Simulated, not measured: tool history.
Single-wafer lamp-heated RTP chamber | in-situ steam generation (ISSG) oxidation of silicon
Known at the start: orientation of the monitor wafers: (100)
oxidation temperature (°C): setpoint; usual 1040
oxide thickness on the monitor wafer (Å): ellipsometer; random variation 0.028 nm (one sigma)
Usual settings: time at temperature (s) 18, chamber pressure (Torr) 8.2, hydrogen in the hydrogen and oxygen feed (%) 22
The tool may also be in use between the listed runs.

run,hour,oxidation temperature (°C),time at temperature (s),chamber pressure (Torr),hydrogen in the hydrogen and oxygen feed (%),"read-back reference wafer on the same gauge, thickness",oxide thickness on the monitor wafer (Å)
1,0,1040,18,8.2,22,7.069,59.37
2,25.2,1040,18,8.2,22,7.072,58.98
3,46.1,1040,18,8.2,22,7.081,59.08
4,78.5,1040,18,8.2,22,7.076,59.55
5,107.5,1040,18,8.2,22,7.081,58.81
# hour 212.4: hydrogen flow controller replaced
6,212.9,1040,18,8.2,22,7.08,59.22
7,233.3,1040,18,7.2,22,7.077,59.08
8,246.8,1040,18,7.2,22,7.088,59
# hour 255.4: pyrometer window cleaned and pyrometer calibrated
# hour 256.2: gauge calibrated
9,327.6,1040,18,8.2,22,6.953,57.85
10,339.9,1040,18,8.2,22,6.962,57.99
11,367.5,1027,18,8.2,30,6.984,59.38
12,383.3,1040,12,8.2,13,6.987,42.16
13,417.7,1048,18,7.4,22,7.001,61.55
14,447.1,1040,11,8.2,18,7.015,43.87
# hour 470.4: pressure gauge zeroed
15,476.9,1040,18,9.5,13,7.021,51.39
16,491,1040,18,7.2,22,7.028,58.55
17,509,1040,18,8.2,22,7.037,58.25
18,543.9,1040,18,8.2,22,7.042,58.72
19,572.7,1040,22,8.2,26,7.052,67.79
20,591,1030,18,8.2,22,7.042,55.67

Forecast each of these 4 alternatives for the next run:
A,591.4,1040,18,8.2,18,?,?
B,591.4,1060,24,8.2,25,?,?
C,591.4,1050,12,8.2,22,?,?
D,591.4,1046,22,9,18,?,?

run,"read-back reference wafer on the same gauge, thickness",oxide thickness on the monitor wafer (Å)
A,7.051,56.06
B,7.051,78.5
C,7.051,50.47
D,7.051,63.84
Without the tool's hidden state the same runs would have given:
run,oxide thickness on the monitor wafer (Å)
A,54.85
B,76.8
C,49.38
D,62.46

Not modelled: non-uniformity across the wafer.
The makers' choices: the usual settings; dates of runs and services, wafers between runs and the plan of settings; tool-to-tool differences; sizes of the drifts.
